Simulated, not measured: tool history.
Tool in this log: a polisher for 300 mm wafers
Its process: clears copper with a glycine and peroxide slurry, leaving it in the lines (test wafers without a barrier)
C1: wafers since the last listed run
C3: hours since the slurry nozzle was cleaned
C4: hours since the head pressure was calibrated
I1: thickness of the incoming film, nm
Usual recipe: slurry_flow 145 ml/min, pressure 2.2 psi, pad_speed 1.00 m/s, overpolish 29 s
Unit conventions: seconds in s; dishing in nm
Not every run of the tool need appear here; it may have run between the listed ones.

Run 1, hour 0.0: usual settings; C1 0; wafers polished on this pad 642; C3 521.2; C4 281.3; I1 443.5. Result: seconds 123.3 s, dishing 65.8 nm.
Run 2, hour 48.9: usual settings; C1 229; wafers polished on this pad 872; C3 570.1; C4 330.2; I1 452.1. Result: seconds 130.1 s, dishing 64.6 nm.
At hour 96.9: worn pad replaced by a new one.
At hour 110.6: slurry nozzle cleaned.
Run 3, hour 114.2: usual settings but pressure 1.9 psi; C1 283; wafers polished on this pad 76; C3 3.6; C4 395.5; I1 449.7. Result: seconds 145.4 s, dishing 60.1 nm.
At hour 135.5: head pressure recalibrated.
Run 4, hour 169.9: usual settings but pressure 1.9 psi; C1 252; wafers polished on this pad 328; C3 59.3; C4 34.4; I1 457.5. Result: seconds 138.5 s, dishing 63.5 nm.
Run 5, hour 238.8: usual settings but pressure 1.9 psi; C1 323; wafers polished on this pad 652; C3 128.2; C4 103.3; I1 442.1. Result: seconds 130.6 s, dishing 64.1 nm.
Run 6, hour 293.5: usual settings but overpolish 22 s; C1 256; wafers polished on this pad 909; C3 182.9; C4 158.0; I1 444.9. Result: seconds 121.9 s, dishing 54.7 nm.
At hour 325.9: worn pad replaced by a new one.
Run 7, hour 365.5: usual settings but overpolish 22 s; C1 319; wafers polished on this pad 185; C3 254.9; C4 230.0; I1 449.1. Result: seconds 124.4 s, dishing 54.4 nm.
Run 8, hour 435.2: usual settings but pressure 1.6 psi, overpolish 16 s; C1 327; wafers polished on this pad 513; C3 324.6; C4 299.7; I1 446.9. Result: seconds 148.6 s, dishing 36.2 nm.
Run 9, hour 495.9: usual settings but slurry_flow 180 ml/min, pressure 1.4 psi, pad_speed 1.34 m/s, overpolish 21 s; C1 284; wafers polished on this pad 798; C3 385.3; C4 360.4; I1 451.2. Result: seconds 123.2 s, dishing 50.1 nm.
At hour 542.1: head pressure recalibrated.
Run 10, hour 570.1: usual settings but overpolish 15 s; C1 338; wafers polished on this pad 1137; C3 459.5; C4 28.0; I1 447.9. Result: seconds 119.5 s, dishing 40.8 nm.
At hour 574.4: worn pad replaced by a new one.
Run 11, hour 611.7: usual settings but pad_speed 1.24 m/s; C1 176; wafers polished on this pad 174; C3 501.1; C4 69.6; I1 455.3. Result: seconds 103.5 s, dishing 74.8 nm.
Run 12, hour 667.5: usual settings but slurry_flow 170 ml/min, overpolish 34 s; C1 261; wafers polished on this pad 436; C3 556.9; C4 125.4; I1 451.0. Result: seconds 118.7 s, dishing 75.4 nm.
At hour 698.1: slurry nozzle cleaned.
Run 13, hour 716.0: usual settings but pad_speed 0.74 m/s; C1 223; wafers polished on this pad 659; C3 17.9; C4 173.9; I1 443.6. Result: seconds 150.5 s, dishing 58.7 nm.
At hour 776.4: worn pad replaced by a new one.
Run 14, hour 812.6: usual settings but pad_speed 1.24 m/s; C1 434; wafers polished on this pad 169; C3 114.5; C4 270.5; I1 448.8. Result: seconds 105.7 s, dishing 73.5 nm.
At hour 934.5: head pressure recalibrated.
At hour 997.6: worn pad replaced by a new one.
Run 15, hour 1076.5: usual settings but overpolish 23 s; C1 1210; wafers polished on this pad 370; C3 378.4; C4 142.0; I1 444.9. Result: seconds 123.5 s, dishing 56.0 nm.
Run 16, hour 1113.2: usual settings but pressure 2.0 psi, overpolish 24 s; C1 172; wafers polished on this pad 542; C3 415.1; C4 178.7; I1 448.6. Result: seconds 130.0 s, dishing 56.0 nm.
Run 17, hour 1175.6: usual settings but slurry_flow 120 ml/min, pressure 1.9 psi; C1 292; wafers polished on this pad 835; C3 477.5; C4 241.1; I1 450.8. Result: seconds 139.4 s, dishing 60.3 nm.

What if the next run were any one of these 5? Each begins from the tool's condition after run 17:
Run A, hour 1176.1: usual settings but slurry_flow 170 ml/min; C1 2; wafers polished on this pad 838; C3 478.0; C4 241.6; I1 454.2. Result: seconds ?, dishing ?.
Run B, hour 1176.1: usual settings but slurry_flow 100 ml/min, pressure 1.7 psi; C1 2; wafers polished on this pad 838; C3 478.0; C4 241.6; I1 454.2. Result: seconds ?, dishing ?.
Run C, hour 1176.1: usual settings but pressure 1.4 psi, overpolish 16 s; C1 2; wafers polished on this pad 838; C3 478.0; C4 241.6; I1 454.2. Result: seconds ?, dishing ?.
Run D, hour 1176.1: usual settings but pressure 3.0 psi, overpolish 40 s; C1 2; wafers polished on this pad 838; C3 478.0; C4 241.6; I1 454.2. Result: seconds ?, dishing ?.
Run E, hour 1176.1: usual settings but slurry_flow 160 ml/min; C1 2; wafers polished on this pad 838; C3 478.0; C4 241.6; I1 454.2. Result: seconds ?, dishing ?.

run  seconds  dishing
  A    127.9     68.4
  B    159.8     57.5
  C    163.1     34.9
  D    109.5     94.5
  E    129.0     67.9
With the hidden condition removed and each run's random variation left untouched, the same runs would have given:
run  seconds  dishing
  A    125.1     69.6
  B    156.4     58.6
  C    159.7     35.6
  D    107.0     96.0
  E    126.2     69.1

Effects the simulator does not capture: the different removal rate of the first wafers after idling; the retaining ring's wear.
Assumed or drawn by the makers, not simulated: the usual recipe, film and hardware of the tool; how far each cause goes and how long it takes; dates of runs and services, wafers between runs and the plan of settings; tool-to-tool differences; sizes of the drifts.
